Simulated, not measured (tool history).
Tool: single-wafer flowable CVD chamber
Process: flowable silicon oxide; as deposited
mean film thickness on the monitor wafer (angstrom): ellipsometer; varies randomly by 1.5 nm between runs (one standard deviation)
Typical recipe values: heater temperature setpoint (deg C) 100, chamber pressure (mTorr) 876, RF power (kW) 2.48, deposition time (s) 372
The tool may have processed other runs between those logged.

run    hour  heater temperature setpoint (deg C)  chamber pressure (mTorr)  RF power (kW)  deposition time (s)  wafers since the last listed run  hours since the last thermocouple change  hours since the last RF generator calibration  hours since the last manometer calibration  hours since the showerhead was replaced  hours since the gauge calibration  read-back reference wafer on the same gauge, thickness_nm  mean film thickness on the monitor wafer (angstrom)
  1       0                                  100                       876           2.48                  372                                 0                                    1483.9                                         1136.9                                      1097.2                                   3248.3                             1001.6                                                    274.951                                              2483.15
  2    46.6                                  100                       876           2.48                  372                               216                                    1530.5                                         1183.5                                      1143.8                                   3294.9                             1048.2                                                    275.111                                              2476.18
  3    85.7                                  105                       876           2.48                  412                               182                                    1569.6                                         1222.6                                      1182.9                                     3334                             1087.3                                                    275.042                                               2356.2
  4   144.6                                  105                       876           2.48                  412                               274                                    1628.5                                         1281.5                                      1241.8                                   3392.9                             1146.2                                                    274.755                                              2359.83
  5   328.6                                  105                       876           2.48                  412                               856                                    1812.5                                         1465.5                                      1425.8                                   3576.9                             1330.2                                                    274.986                                              2327.15
  6   363.2                                  100                       953           2.48                  396                               161                                    1847.1                                         1500.1                                      1460.4                                   3611.5                             1364.8                                                    274.727                                              2827.07
  7   429.8                                  100                       953           2.48                  396                               310                                    1913.7                                         1566.7                                        1527                                   3678.1                             1431.4                                                    275.117                                              2841.51
  8   464.9                                  100                       953           2.48                  396                               163                                    1948.8                                         1601.8                                      1562.1                                   3713.2                             1466.5                                                    274.983                                              2806.35
      484.7  -- RF generator calibrated
  9   495.8                                  110                       876           2.48                  328                               106                                    1979.7                                           11.1                                        1593                                   3744.1                             1497.4                                                    275.252                                              1608.17
 10   564.2                                   96                       876           2.48                  408                               318                                    2048.1                                           79.5                                      1661.4                                   3812.5                             1565.8                                                    274.804                                              3018.62
 11   759.7                                  100                       811           2.76                  372                               910                                    2243.6                                            275                                      1856.9                                     4008                             1761.3                                                    274.949                                              2254.81
 12   815.3                                  100                       876           2.48                  372                               258                                    2299.2                                          330.6                                      1912.5                                   4063.6                             1816.9                                                    275.088                                              2431.64
 13   876.8                                  108                       989          2.895                  372                               286                                    2360.7                                          392.1                                        1974                                   4125.1                             1878.4                                                    275.102                                              2195.84
      888.5  -- showerhead replaced
      916.9  -- thermocouple changed; heater temperature recalibrated
        949  -- capacitance manometer re-zeroed and calibrated
 14  1083.6                                  100                      1069           2.67                  440                               851                                     166.7                                          598.9                                       134.6                                    195.1                             2085.2                                                    274.818                                              3650.12
 15  1132.7                                   89                       876           2.48                  346                               228                                     215.8                                            648                                       183.7                                    244.2                             2134.3                                                    274.808                                              3238.63
 16  1196.4                                   94                       876           2.48                  372                               296                                     279.5                                          711.7                                       247.4                                    307.9                               2198                                                    274.998                                              3019.39
 17  1234.4                                  100                      1041          2.965                  372                               176                                     317.5                                          749.7                                       285.4                                    345.9                               2236                                                    275.119                                              3071.79
 18  1290.2                                  100                       876           2.48                  332                               259                                     373.3                                          805.5                                       341.2                                    401.7                             2291.8                                                     275.25                                              2266.67
 19  1338.8                                   90                       876           2.48                  372                               226                                     421.9                                          854.1                                       389.8                                    450.3                             2340.4                                                    274.909                                              3411.39

What will run 20 give?
     1429.6  -- gauge calibrated
 20  1532.2                                  100                       876           2.48                  372                               900                                     615.3                                         1047.5                                       583.2                                    643.7                              102.6                                                          ?                                                    ?

{"run 20": {"read-back reference wafer on the same gauge, thickness_nm": 275.007, "mean film thickness on the monitor wafer (angstrom)": 2554.05}}
On a tool with no hidden condition, and with the same random variation, this run would have come out at mean film thickness on the monitor wafer (angstrom) 2585.86.

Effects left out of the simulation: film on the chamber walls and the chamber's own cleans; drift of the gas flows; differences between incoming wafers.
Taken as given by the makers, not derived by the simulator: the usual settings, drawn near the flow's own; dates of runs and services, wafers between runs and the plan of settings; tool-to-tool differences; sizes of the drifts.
